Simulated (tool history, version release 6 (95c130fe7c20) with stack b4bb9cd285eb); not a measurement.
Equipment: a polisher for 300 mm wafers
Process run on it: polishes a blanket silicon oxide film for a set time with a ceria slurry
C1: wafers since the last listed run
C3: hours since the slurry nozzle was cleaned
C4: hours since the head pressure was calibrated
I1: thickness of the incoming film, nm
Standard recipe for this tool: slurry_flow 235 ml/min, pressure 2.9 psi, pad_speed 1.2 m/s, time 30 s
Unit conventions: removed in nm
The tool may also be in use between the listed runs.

{"run": 1, "hour": 0.0, "slurry_flow": 235, "pressure": 2.9, "pad_speed": 1.2, "time": 35, "C1": 0, "wafers polished on this pad": 2198, "C3": 87.2, "C4": 323, "I1": 1932.3, "removed": 187.5}
{"hour": 43.7, "done": "worn pad replaced by a new one"}
{"run": 2, "hour": 68.9, "slurry_flow": 235, "pressure": 2.9, "pad_speed": 1.2, "time": 35, "C1": 809, "wafers polished on this pad": 314, "C3": 156.1, "C4": 391.9, "I1": 1910.2, "removed": 189.3}
{"run": 3, "hour": 120.6, "slurry_flow": 235, "pressure": 2.9, "pad_speed": 1.2, "time": 35, "C1": 644, "wafers polished on this pad": 958, "C3": 207.8, "C4": 443.6, "I1": 1903.4, "removed": 188.8}
{"run": 4, "hour": 161.1, "slurry_flow": 235, "pressure": 2.9, "pad_speed": 1.2, "time": 30, "C1": 504, "wafers polished on this pad": 1463, "C3": 248.3, "C4": 484.1, "I1": 1952.8, "removed": 160.1}
{"run": 5, "hour": 185.6, "slurry_flow": 235, "pressure": 2.9, "pad_speed": 1.2, "time": 30, "C1": 305, "wafers polished on this pad": 1769, "C3": 272.8, "C4": 508.6, "I1": 1943.9, "removed": 160}
{"hour": 256.6, "done": "worn pad replaced by a new one"}
{"run": 6, "hour": 258.4, "slurry_flow": 235, "pressure": 2.9, "pad_speed": 1.2, "time": 30, "C1": 857, "wafers polished on this pad": 22, "C3": 345.6, "C4": 581.4, "I1": 1934.9, "removed": 160.3}
{"run": 7, "hour": 310.4, "slurry_flow": 235, "pressure": 3.3, "pad_speed": 1.2, "time": 30, "C1": 648, "wafers polished on this pad": 671, "C3": 397.6, "C4": 633.4, "I1": 1894.5, "removed": 174}
{"run": 8, "hour": 380.5, "slurry_flow": 235, "pressure": 3.3, "pad_speed": 1.2, "time": 30, "C1": 874, "wafers polished on this pad": 1545, "C3": 467.7, "C4": 703.5, "I1": 1932.4, "removed": 174.7}
{"hour": 425.6, "done": "worn pad replaced by a new one"}
{"run": 9, "hour": 528.3, "slurry_flow": 170, "pressure": 2.9, "pad_speed": 1.52, "time": 30, "C1": 1792, "wafers polished on this pad": 1280, "C3": 615.5, "C4": 851.3, "I1": 1932.8, "removed": 193.1}
{"run": 10, "hour": 585.6, "slurry_flow": 235, "pressure": 2.9, "pad_speed": 1.2, "time": 33, "C1": 714, "wafers polished on this pad": 1994, "C3": 672.8, "C4": 908.6, "I1": 1890, "removed": 171.2}
{"hour": 596.3, "done": "worn pad replaced by a new one"}
{"hour": 619.0, "done": "slurry nozzle cleaned"}
{"run": 11, "hour": 644.5, "slurry_flow": 235, "pressure": 2.9, "pad_speed": 1.52, "time": 30, "C1": 672, "wafers polished on this pad": 588, "C3": 25.5, "C4": 967.5, "I1": 1890.4, "removed": 200.7}
{"run": 12, "hour": 699.6, "slurry_flow": 235, "pressure": 2.9, "pad_speed": 1.2, "time": 30, "C1": 686, "wafers polished on this pad": 1275, "C3": 80.6, "C4": 1022.6, "I1": 1934.5, "removed": 154.7}

Estimate the outcome of run 13 from the log above:
{"run": 13, "hour": 740.4, "slurry_flow": 235, "pressure": 2.9, "pad_speed": 1.2, "time": 35, "C1": 508, "wafers polished on this pad": 1784, "C3": 121.4, "C4": 1063.4, "I1": 1924.7, "removed": "?"}

{"run 13": {"removed": 183.7}}
On a tool with no hidden condition, and with the same random variation, this run would have come out at removed 203.3 nm.
